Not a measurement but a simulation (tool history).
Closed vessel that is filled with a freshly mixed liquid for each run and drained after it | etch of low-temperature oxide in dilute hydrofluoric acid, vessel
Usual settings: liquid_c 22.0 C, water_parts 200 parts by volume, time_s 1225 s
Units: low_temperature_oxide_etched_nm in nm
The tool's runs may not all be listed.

run   hour  liquid_c  water_parts  time_s  read-back film thickness of the low-temperature oxide reference wafer, read on the same gauge (nm)  low_temperature_oxide_etched_nm
  1    0.0      22.0          200    1225                                                                                               69.98                            39.48
  2    9.9      22.0          200    1225                                                                                               69.93                            39.13
  3   18.3      22.0          200    1225                                                                                               70.01                            39.23
  4   35.7      22.0          200    1225                                                                                               70.00                            38.76
  5   46.8      22.0          200    1225                                                                                               70.01                            39.00
  6   59.4      22.0          200    1225                                                                                               69.95                            38.77
  7   69.8      22.0          200    1225                                                                                               70.00                            38.46
  8   87.2      22.0          145    1225                                                                                               70.03                            57.03
  9  100.6      25.5          140    1225                                                                                               69.99                            68.03
 10  111.4      25.5          140    1225                                                                                               70.04                            67.92
     117.8  -- gauge calibrated
 11  123.6      25.5          140    1225                                                                                               69.99                            67.69
 12  134.3      22.0          245    1225                                                                                               70.03                            29.96
 13  145.9      22.0          245    1225                                                                                               69.98                            29.85
 14  154.1      22.0          200    1225                                                                                               70.01                            38.14
     194.8  -- hydrofluoric acid flow meter replaced
 15  199.9      19.5          145    1225                                                                                               69.99                            58.26
 16  215.3      22.0          200    1225                                                                                               70.05                            44.34
     225.1  -- thermometer replaced
 17  228.2      22.0          200    1225                                                                                               70.01                            48.74
 18  246.0      22.0          200    1225                                                                                               69.99                            48.75
 19  254.0      24.5          255    1650                                                                                               70.03                            52.83
 20  264.9      24.0          200    1225                                                                                               70.02                            52.76
 21  280.6      20.0          200    1415                                                                                               70.03                            51.94
 22  294.1      22.0          235     915                                                                                               70.00                            29.57
 23  300.3      18.0          110    1225                                                                                               69.99                            81.63
 24  307.1      22.0          200    1225                                                                                               70.05                            48.01
 25  315.5      22.0          200    1855                                                                                               69.97                            72.83
 26  328.3      20.0          200    1225                                                                                               70.03                            44.29
 27  335.9      22.0          135    1225                                                                                               69.99                            75.85
 28  345.6      24.0          200    1010                                                                                               69.97                            42.53
 29  358.3      22.0          230    1420                                                                                               69.97                            46.50

Measured less the same run without the tool's hidden state. The same run-to-run variation is in both; the gauge's scatter may not be:
The hidden state here: liquid colder than its thermometer reads (K); hydrofluoric acid flow below the setpoint (%); gauge reads high (%).
run  low_temperature_oxide_etched_nm
  1                           -11.42
  2                           -11.40
  3                           -11.50
  4                           -11.51
  5                           -11.66
  6                           -11.70
  7                           -11.70
  8                           -17.34
  9                           -20.70
 10                           -20.84
 11                           -20.94
 12                            -9.62
 13                            -9.67
 14                           -12.30
 15                            -8.60
 16                            -6.41
 17                            -1.88
 18                            -2.03
 19                            -2.30
 20                            -2.35
 21                            -2.43
 22                            -1.47
 23                            -4.01
 24                            -2.47
 25                            -3.83
 26                            -2.42
 27                            -4.17
 28                            -2.44
 29                            -2.79
